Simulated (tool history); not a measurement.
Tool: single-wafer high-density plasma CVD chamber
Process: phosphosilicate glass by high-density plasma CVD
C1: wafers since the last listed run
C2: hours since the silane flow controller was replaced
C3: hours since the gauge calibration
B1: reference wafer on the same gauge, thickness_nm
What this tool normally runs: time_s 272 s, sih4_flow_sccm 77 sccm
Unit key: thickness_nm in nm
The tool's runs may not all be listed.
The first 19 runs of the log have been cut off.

run 20 hour=1307.6 | time_s=272 sih4_flow_sccm=77 | C1=429 C2=4330.1 C3=1766.4 | B1=1640.021 | thickness_nm=1977.682
run 21 hour=1413.4 | time_s=272 sih4_flow_sccm=77 | C1=604 C2=4435.9 C3=1872.2 | B1=1639.408 | thickness_nm=1986.013
run 22 hour=1466.3 | time_s=272 sih4_flow_sccm=77 | C1=302 C2=4488.8 C3=1925.1 | B1=1639.524 | thickness_nm=1983.923
run 23 hour=1564.0 | time_s=299 sih4_flow_sccm=68 | C1=558 C2=4586.5 C3=2022.8 | B1=1640.221 | thickness_nm=1971.305
run 24 hour=1660.6 | time_s=272 sih4_flow_sccm=77 | C1=552 C2=4683.1 C3=2119.4 | B1=1640.603 | thickness_nm=1993.659
run 25 hour=1697.1 | time_s=225 sih4_flow_sccm=77 | C1=208 C2=4719.6 C3=2155.9 | B1=1639.994 | thickness_nm=1641.744
run 26 hour=1761.7 | time_s=272 sih4_flow_sccm=77 | C1=369 C2=4784.2 C3=2220.5 | B1=1640.248 | thickness_nm=1988.561
-- hour=1845.9 silane flow controller replaced
run 27 hour=1860.2 | time_s=244 sih4_flow_sccm=83 | C1=517 C2=14.3 C3=2319.0 | B1=1639.528 | thickness_nm=1893.566
run 28 hour=1957.0 | time_s=317 sih4_flow_sccm=69 | C1=553 C2=111.1 C3=2415.8 | B1=1640.699 | thickness_nm=2112.558
run 29 hour=2023.5 | time_s=302 sih4_flow_sccm=67 | C1=380 C2=177.6 C3=2482.3 | B1=1638.987 | thickness_nm=1965.020
run 30 hour=2076.2 | time_s=298 sih4_flow_sccm=65 | C1=301 C2=230.3 C3=2535.0 | B1=1639.710 | thickness_nm=1893.510
run 31 hour=2113.1 | time_s=272 sih4_flow_sccm=77 | C1=210 C2=267.2 C3=2571.9 | B1=1639.594 | thickness_nm=1987.970
-- hour=2156.9 gauge calibrated
run 32 hour=2209.2 | time_s=321 sih4_flow_sccm=73 | C1=549 C2=363.3 C3=52.3 | B1=1640.780 | thickness_nm=2245.529
run 33 hour=2272.2 | time_s=234 sih4_flow_sccm=77 | C1=360 C2=426.3 C3=115.3 | B1=1639.569 | thickness_nm=1708.510
run 34 hour=2341.1 | time_s=272 sih4_flow_sccm=77 | C1=393 C2=495.2 C3=184.2 | B1=1640.140 | thickness_nm=1979.909
run 35 hour=2391.1 | time_s=272 sih4_flow_sccm=73 | C1=285 C2=545.2 C3=234.2 | B1=1641.349 | thickness_nm=1902.333
run 36 hour=2448.1 | time_s=272 sih4_flow_sccm=77 | C1=325 C2=602.2 C3=291.2 | B1=1640.238 | thickness_nm=1986.896
run 37 hour=2487.2 | time_s=272 sih4_flow_sccm=77 | C1=223 C2=641.3 C3=330.3 | B1=1640.195 | thickness_nm=1982.382
run 38 hour=2527.4 | time_s=222 sih4_flow_sccm=77 | C1=229 C2=681.5 C3=370.5 | B1=1639.932 | thickness_nm=1617.158
run 39 hour=2613.1 | time_s=218 sih4_flow_sccm=77 | C1=489 C2=767.2 C3=456.2 | B1=1639.771 | thickness_nm=1589.481
run 40 hour=2679.0 | time_s=324 sih4_flow_sccm=82 | C1=376 C2=833.1 C3=522.1 | B1=1640.137 | thickness_nm=2498.058
run 41 hour=2732.3 | time_s=252 sih4_flow_sccm=77 | C1=304 C2=886.4 C3=575.4 | B1=1640.406 | thickness_nm=1840.454
run 42 hour=2775.2 | time_s=239 sih4_flow_sccm=69 | C1=245 C2=929.3 C3=618.3 | B1=1639.523 | thickness_nm=1592.205
run 43 hour=2858.4 | time_s=297 sih4_flow_sccm=85 | C1=475 C2=1012.5 C3=701.5 | B1=1640.063 | thickness_nm=2356.005
run 44 hour=2907.7 | time_s=272 sih4_flow_sccm=67 | C1=281 C2=1061.8 C3=750.8 | B1=1640.463 | thickness_nm=1777.995

Run 45 has not been measured yet. What should we expect?
run 45 hour=2994.1 | time_s=307 sih4_flow_sccm=89 | C1=493 C2=1148.2 C3=837.2 | B1=? | thickness_nm=?

B1: 1640.497
thickness_nm: 2520.544 nm
Were there no unlogged condition in the tool, this run, its random variation unchanged, would have produced thickness_nm 2520.544 nm.

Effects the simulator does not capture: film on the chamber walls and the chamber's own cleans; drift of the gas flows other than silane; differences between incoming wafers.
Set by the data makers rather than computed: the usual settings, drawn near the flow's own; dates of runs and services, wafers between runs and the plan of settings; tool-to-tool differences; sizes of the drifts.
